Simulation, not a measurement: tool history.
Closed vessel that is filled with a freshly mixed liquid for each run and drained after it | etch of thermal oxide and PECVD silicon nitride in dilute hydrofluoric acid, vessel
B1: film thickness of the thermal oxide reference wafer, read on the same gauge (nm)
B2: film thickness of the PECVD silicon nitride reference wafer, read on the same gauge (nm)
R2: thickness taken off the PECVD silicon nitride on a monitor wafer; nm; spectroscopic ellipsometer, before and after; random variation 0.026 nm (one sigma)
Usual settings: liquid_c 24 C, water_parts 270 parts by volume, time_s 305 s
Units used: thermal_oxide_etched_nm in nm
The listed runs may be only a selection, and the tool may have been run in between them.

run 1 hour=0 | liquid_c=24 water_parts=270 time_s=305 | B1=70.029 B2=129.949 | thermal_oxide_etched_nm=4.072 R2=3.46
run 2 hour=101.1 | liquid_c=24 water_parts=195 time_s=305 | B1=70.028 B2=130.017 | thermal_oxide_etched_nm=6.15 R2=4.741
run 3 hour=184.4 | liquid_c=24 water_parts=195 time_s=305 | B1=69.96 B2=130.008 | thermal_oxide_etched_nm=6.382 R2=4.719
run 4 hour=234 | liquid_c=22 water_parts=270 time_s=195 | B1=69.974 B2=129.983 | thermal_oxide_etched_nm=2.517 R2=1.981
run 5 hour=298.3 | liquid_c=22 water_parts=270 time_s=195 | B1=69.987 B2=130 | thermal_oxide_etched_nm=2.539 R2=1.986
run 6 hour=395.2 | liquid_c=24 water_parts=270 time_s=305 | B1=69.984 B2=129.989 | thermal_oxide_etched_nm=4.252 R2=3.558
run 7 hour=453.8 | liquid_c=24 water_parts=270 time_s=305 | B1=70.002 B2=130.01 | thermal_oxide_etched_nm=4.331 R2=3.653
-- hour=457.4 thermometer replaced
run 8 hour=535.9 | liquid_c=24 water_parts=270 time_s=305 | B1=69.976 B2=129.981 | thermal_oxide_etched_nm=4.336 R2=3.575
run 9 hour=587.1 | liquid_c=24 water_parts=270 time_s=425 | B1=70.016 B2=129.987 | thermal_oxide_etched_nm=6.129 R2=5.094
-- hour=589.8 gauge calibrated
run 10 hour=633.5 | liquid_c=24 water_parts=270 time_s=425 | B1=69.972 B2=129.996 | thermal_oxide_etched_nm=6.244 R2=5.066
run 11 hour=727 | liquid_c=22.5 water_parts=400 time_s=235 | B1=70.073 B2=129.957 | thermal_oxide_etched_nm=1.985 R2=1.755
run 12 hour=778.2 | liquid_c=25.5 water_parts=400 time_s=385 | B1=70.031 B2=129.965 | thermal_oxide_etched_nm=3.552 R2=3.428
run 13 hour=876.5 | liquid_c=25.5 water_parts=310 time_s=305 | B1=70.059 B2=129.955 | thermal_oxide_etched_nm=4.03 R2=3.552
-- hour=901.9 hydrofluoric acid flow meter replaced
run 14 hour=916.8 | liquid_c=27.5 water_parts=145 time_s=230 | B1=69.999 B2=129.993 | thermal_oxide_etched_nm=7.432 R2=5.941
run 15 hour=1006.7 | liquid_c=24 water_parts=270 time_s=305 | B1=70.034 B2=130.017 | thermal_oxide_etched_nm=4.094 R2=3.436
run 16 hour=1103.4 | liquid_c=24 water_parts=270 time_s=305 | B1=70.011 B2=130.013 | thermal_oxide_etched_nm=4.15 R2=3.403
run 17 hour=1199.6 | liquid_c=24 water_parts=270 time_s=415 | B1=69.992 B2=129.999 | thermal_oxide_etched_nm=5.557 R2=4.754
run 18 hour=1253.3 | liquid_c=21.5 water_parts=395 time_s=210 | B1=69.992 B2=129.992 | thermal_oxide_etched_nm=1.652 R2=1.425
run 19 hour=1295.2 | liquid_c=24 water_parts=270 time_s=305 | B1=69.982 B2=129.987 | thermal_oxide_etched_nm=4.244 R2=3.51
run 20 hour=1463.5 | liquid_c=29 water_parts=155 time_s=305 | B1=69.959 B2=130.005 | thermal_oxide_etched_nm=10.134 R2=8.562

What if the next run were any one of these 3? Each begins from the tool's condition after run 20:
run A hour=1464.2 | liquid_c=24 water_parts=270 time_s=170 | B1=? B2=? | thermal_oxide_etched_nm=? R2=?
run B hour=1464.2 | liquid_c=24 water_parts=270 time_s=355 | B1=? B2=? | thermal_oxide_etched_nm=? R2=?
run C hour=1464.2 | liquid_c=24 water_parts=380 time_s=305 | B1=? B2=? | thermal_oxide_etched_nm=? R2=?

run=A B1=69.981 B2=129.964 thermal_oxide_etched_nm=2.415 R2=1.992
run=B B1=69.981 B2=129.964 thermal_oxide_etched_nm=5.043 R2=4.16
run=C B1=69.981 B2=129.964 thermal_oxide_etched_nm=2.785 R2=2.548
Stripped of hidden state, with their random variation kept, the same runs would have yielded:
run=A thermal_oxide_etched_nm=2.229 R2=1.871
run=B thermal_oxide_etched_nm=4.655 R2=3.907
run=C thermal_oxide_etched_nm=2.559 R2=2.393
